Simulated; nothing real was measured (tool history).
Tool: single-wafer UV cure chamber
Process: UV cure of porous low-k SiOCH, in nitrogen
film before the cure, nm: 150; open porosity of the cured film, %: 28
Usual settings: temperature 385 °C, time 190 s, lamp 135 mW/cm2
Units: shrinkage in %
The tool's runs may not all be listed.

run,hour,temperature,time,lamp,shrinkage
1,0.0,390,190,135,14.197
2,61.7,385,190,135,14.223
3,159.8,385,190,135,13.904
4,251.9,385,190,135,13.551
5,349.7,385,190,135,13.549
6,410.7,385,190,135,13.501
7,497.6,385,190,135,13.534
8,548.4,385,190,135,13.630
9,622.8,385,110,135,11.747
10,664.5,385,110,135,11.306
11,725.8,399,120,135,12.049
12,765.7,385,190,135,13.792
13,815.8,385,190,135,13.657
14,1025.6,385,190,135,14.352
15,1130.8,390,190,145,14.328
16,1230.4,390,190,145,14.485
17,1266.6,385,190,135,13.545
18,1359.2,385,190,135,13.907
19,1463.4,385,190,135,13.282
20,1546.0,375,270,147,15.540
21,1648.5,385,190,135,14.313
22,1755.7,385,190,135,13.895
23,1826.6,385,190,162,14.890
24,1865.8,369,230,135,14.973
25,1961.4,369,275,166,16.908
26,2017.5,385,190,135,14.058
27,2101.2,373,190,135,13.878
28,2209.0,385,300,135,16.206
29,2248.6,385,100,135,10.325
30,2342.9,397,270,135,15.660
31,2443.3,385,225,98,12.600
32,2484.6,385,190,135,13.234
33,2552.3,385,85,135,9.112
34,2621.3,375,270,147,16.534
35,2924.4,369,190,135,14.180
36,2976.7,399,120,135,12.301
37,3078.3,371,235,135,14.987
38,3129.7,385,190,135,14.334

Not shown: 6 entries that the log had between the listed runs. Between which runs, and how does the tool's hidden state differ before and after?
Between runs 8 and 9: quartz window cleaned (hour 582.0)
  lamp output below its setpoint, %: 13.6 -> 14.8; transmission lost against a clean window, %: 22.8 -> 3.53
  measured less the result without the state, shrinkage: -2.202 -> -1.010 %
Between runs 13 and 14: UV bulbs replaced (hour 832.3)
  lamp output below its setpoint, %: 17.9 -> 4.27; transmission lost against a clean window, %: 12.1 -> 17
  measured less the result without the state, shrinkage: -1.730 -> -1.239 %
Between runs 20 and 21: quartz window cleaned (hour 1556.6)
  lamp output below its setpoint, %: 12.7 -> 14.4; transmission lost against a clean window, %: 21 -> 6.84
  measured less the result without the state, shrinkage: -2.038 -> -1.218 %
Between runs 23 and 24: UV bulbs replaced (hour 1865.1)
  lamp output below its setpoint, %: 17.3 -> 4.78; transmission lost against a clean window, %: 13.7 -> 14.7
  measured less the result without the state, shrinkage: -1.857 -> -1.126 %
Between runs 33 and 34: quartz window cleaned (hour 2600.2)
  lamp output below its setpoint, %: 15.9 -> 17.1; transmission lost against a clean window, %: 21.6 -> 3.28
  measured less the result without the state, shrinkage: -2.049 -> -1.224 %
Between runs 34 and 35: UV bulbs replaced (hour 2830.3)
  lamp output below its setpoint, %: 17.1 -> 3.77; transmission lost against a clean window, %: 3.28 -> 15.6
  measured less the result without the state, shrinkage: -1.224 -> -1.119 %
